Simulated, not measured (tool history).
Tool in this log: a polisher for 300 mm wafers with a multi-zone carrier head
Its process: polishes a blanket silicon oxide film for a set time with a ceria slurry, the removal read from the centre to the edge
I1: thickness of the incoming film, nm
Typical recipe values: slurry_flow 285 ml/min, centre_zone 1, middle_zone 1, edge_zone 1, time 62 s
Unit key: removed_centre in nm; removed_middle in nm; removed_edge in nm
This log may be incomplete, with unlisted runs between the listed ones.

{"run": 1, "hour": 0.0, "slurry_flow": 235, "centre_zone": 1, "middle_zone": 1, "edge_zone": 1, "time": 62, "I1": 931.8, "removed_centre": 260.9, "removed_middle": 268.1, "removed_edge": 266.6}
{"hour": 20.2, "done": "worn pad replaced by a new one"}
{"run": 2, "hour": 20.7, "slurry_flow": 235, "centre_zone": 1, "middle_zone": 1, "edge_zone": 1, "time": 62, "I1": 930.3, "removed_centre": 288, "removed_middle": 302.2, "removed_edge": 289.2}
{"run": 3, "hour": 29.9, "slurry_flow": 285, "centre_zone": 1, "middle_zone": 1, "edge_zone": 1, "time": 62, "I1": 921.8, "removed_centre": 284.3, "removed_middle": 292.8, "removed_edge": 284.2}
{"run": 4, "hour": 42.1, "slurry_flow": 285, "centre_zone": 1, "middle_zone": 1, "edge_zone": 1, "time": 46, "I1": 918.2, "removed_centre": 202.1, "removed_middle": 209.1, "removed_edge": 205.8}
{"run": 5, "hour": 55.2, "slurry_flow": 285, "centre_zone": 1, "middle_zone": 1, "edge_zone": 1, "time": 46, "I1": 947.6, "removed_centre": 201.1, "removed_middle": 205.6, "removed_edge": 201.7}
{"run": 6, "hour": 71.8, "slurry_flow": 285, "centre_zone": 1, "middle_zone": 1, "edge_zone": 1, "time": 62, "I1": 933.1, "removed_centre": 263.7, "removed_middle": 274.6, "removed_edge": 267.7}
{"hour": 95.3, "done": "worn pad replaced by a new one"}
{"run": 7, "hour": 102.0, "slurry_flow": 285, "centre_zone": 1, "middle_zone": 1, "edge_zone": 1, "time": 62, "I1": 928.3, "removed_centre": 283.2, "removed_middle": 299, "removed_edge": 294.6}
{"hour": 121.0, "done": "edge zone pressure recalibrated"}
{"run": 8, "hour": 127.4, "slurry_flow": 325, "centre_zone": 1, "middle_zone": 1, "edge_zone": 1, "time": 62, "I1": 928.9, "removed_centre": 275.4, "removed_middle": 284.3, "removed_edge": 275.3}
{"run": 9, "hour": 152.9, "slurry_flow": 285, "centre_zone": 1, "middle_zone": 0.96, "edge_zone": 0.91, "time": 62, "I1": 926.8, "removed_centre": 267.1, "removed_middle": 262.1, "removed_edge": 258.8}
{"hour": 176.7, "done": "worn pad replaced by a new one"}
{"run": 10, "hour": 177.6, "slurry_flow": 325, "centre_zone": 1, "middle_zone": 1, "edge_zone": 1, "time": 62, "I1": 940.7, "removed_centre": 303.6, "removed_middle": 305.6, "removed_edge": 298}
{"hour": 183.5, "done": "slurry nozzle cleaned"}
{"hour": 214.5, "done": "carrier head's membrane replaced by a new one"}
{"run": 11, "hour": 215.0, "slurry_flow": 375, "centre_zone": 0.93, "middle_zone": 0.91, "edge_zone": 1.05, "time": 62, "I1": 927.8, "removed_centre": 269.3, "removed_middle": 264, "removed_edge": 279}
{"run": 12, "hour": 232.3, "slurry_flow": 375, "centre_zone": 1.12, "middle_zone": 1.03, "edge_zone": 0.9, "time": 62, "I1": 914.3, "removed_centre": 299.2, "removed_middle": 289, "removed_edge": 265.3}
{"hour": 236.8, "done": "centre zone pressure recalibrated"}
{"hour": 258.0, "done": "worn pad replaced by a new one"}
{"run": 13, "hour": 264.5, "slurry_flow": 285, "centre_zone": 0.88, "middle_zone": 1, "edge_zone": 1.05, "time": 62, "I1": 944.9, "removed_centre": 260.4, "removed_middle": 300.9, "removed_edge": 288.1}
{"run": 14, "hour": 296.6, "slurry_flow": 235, "centre_zone": 0.91, "middle_zone": 0.88, "edge_zone": 1, "time": 76, "I1": 934.3, "removed_centre": 310.4, "removed_middle": 304.1, "removed_edge": 326.1}

Estimate the outcome of run 15 from the log above:
{"run": 15, "hour": 309.5, "slurry_flow": 215, "centre_zone": 1, "middle_zone": 1.1, "edge_zone": 1.11, "time": 69, "I1": 945.6, "removed_centre": "?", "removed_middle": "?", "removed_edge": "?"}

removed_centre: 297.6 nm
removed_middle: 329.5 nm
removed_edge: 299.3 nm
On a tool with no hidden condition, and with the same random variation, this run would have come out at removed_centre 331.3 nm, removed_middle 366.7 nm, removed_edge 333.1 nm.
